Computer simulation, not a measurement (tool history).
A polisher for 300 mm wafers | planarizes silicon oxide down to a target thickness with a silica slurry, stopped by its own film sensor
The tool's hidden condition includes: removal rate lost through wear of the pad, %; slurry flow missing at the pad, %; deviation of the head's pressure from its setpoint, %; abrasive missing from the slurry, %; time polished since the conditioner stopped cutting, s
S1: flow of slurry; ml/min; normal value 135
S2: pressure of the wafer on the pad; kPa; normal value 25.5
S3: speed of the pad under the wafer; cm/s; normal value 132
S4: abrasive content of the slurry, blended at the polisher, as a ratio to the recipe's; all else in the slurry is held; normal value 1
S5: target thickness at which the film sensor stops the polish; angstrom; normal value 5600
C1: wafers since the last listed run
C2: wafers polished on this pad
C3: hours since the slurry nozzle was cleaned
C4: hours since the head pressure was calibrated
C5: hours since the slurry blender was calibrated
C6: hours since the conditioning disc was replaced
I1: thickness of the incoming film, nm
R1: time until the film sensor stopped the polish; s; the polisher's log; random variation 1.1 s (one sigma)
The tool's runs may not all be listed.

run     day   S1    S2   S3    S4    S5   C1    C2     C3     C4     C5     C6     I1     R1
  1       0  135  25.5  132     1  5870    0   555   25.1     21  129.4  173.3  848.1   72.7
  2   1.767  135  25.5  132     1  5600  279   835   67.5   63.4  171.8  215.7  842.4   80.1
  3   2.725  135  25.5  132     1  5600  151   987   90.5   86.4  194.8  238.7  845.2   80.8
  4   3.683  135  25.5  132     1  5600  151  1138  113.5  109.4  217.8  261.7  832.9     81
      5.112  -- slurry blender recalibrated
  5   5.133  135  25.5  132     1  4950  216  1355  148.3  144.2    0.5  296.5  852.7  108.4
  6   5.862   95  25.5  132     1  5600  115  1470  165.8  161.7     18    314  854.6  101.6
      6.346  -- worn pad replaced by a new one
      6.825  -- conditioning disc replaced and pad reconditioned
  7   7.329  110  25.5  146     1  5600  192   142    201  196.9   53.2   12.1  842.1   73.1
  8   8.571  135  25.5  132     1  5600  196   339  230.8  226.7     83   41.9  830.6   73.8
  9     9.7  155  25.5  146   0.7  5600  178   518  257.9  253.8  110.1     69  841.7   81.3
 10  10.758  135  17.9  132     1  5600  167   685  283.3  279.2  135.5   94.4  847.5   95.4
 11   11.55   90  25.5  132  1.25  4640  125   811  302.3  298.2  154.5  113.4  835.5  105.7
 12  12.075  135    20  132     1  5600   83   894  314.9  310.8  167.1    126  838.1   90.6
 13  13.158  155  25.5  132  1.25  5600  171  1065  340.9  336.8  193.1    152  845.1   72.4
 14  13.988  135  25.5  132     1  5600  131  1197  360.8  356.7    213  171.9  840.2   82.4
     14.425  -- slurry blender recalibrated
 15  15.312  135  25.5  132     1  5600  196  1393  392.6  388.5   21.3  203.7  822.5     81
     15.833  -- worn pad replaced by a new one
 16  15.917  135  20.7  132  0.75  4890   69    13  407.1    403   35.8  218.2    857  134.6
 17  16.671  175  25.5  170     1  5600  119   132  425.2  421.1   53.9  236.3  830.6   57.5
 18  18.104  135  25.5  160  1.25  5600  226   359  459.6  455.5   88.3  270.7  845.1   60.5
     19.092  -- conditioning disc replaced and pad reconditioned
 19  19.258  135  25.5  132     1  5600  169   529  487.3  483.2    116      4  836.3   77.5
 20  20.496  120  25.5  160   0.9  5600  195   725    517  512.9  145.7   33.7  821.7   67.7
 21  21.608  110  25.5   96  1.25  5600  176   901  543.7  539.6  172.4   60.4  847.1  109.5
 22    22.3  135  29.6  132     1  5600  109  1010  560.3  556.2    189     77  833.9   75.7
     23.246  -- slurry blender recalibrated
 23  23.629  135  25.5  132     1  5600  197  1208  592.2  588.1    9.2  108.9  849.3   88.3
 24  24.462  135  25.5  132     1  5600  131  1340  612.2  608.1   29.2  128.9  845.8     89
 25  25.462  105  25.5  132     1  5600  158  1498  636.2  632.1   53.2  152.9  856.4  102.2

What if the next run were any one of these 4? Each begins from the tool's condition after run 25:
  A  25.483  135  25.5  132     1  5600   3  1501  636.7  632.6  53.7  153.4  834.3   ?
  B  25.483  110  31.7  132  0.85  6090   3  1501  636.7  632.6  53.7  153.4  834.3   ?
  C  25.483  175  30.3  132  0.85  5600   3  1501  636.7  632.6  53.7  153.4  834.3   ?
  D  25.483  100  28.3  118   1.2  5600   3  1501  636.7  632.6  53.7  153.4  834.3   ?

run    R1
  A  86.9
  B  71.3
  C  80.4
  D  91.5
Without the tool's unlogged condition, the same runs would have read:
run    R1
  A  73.9
  B  60.6
  C  68.4
  D  77.8
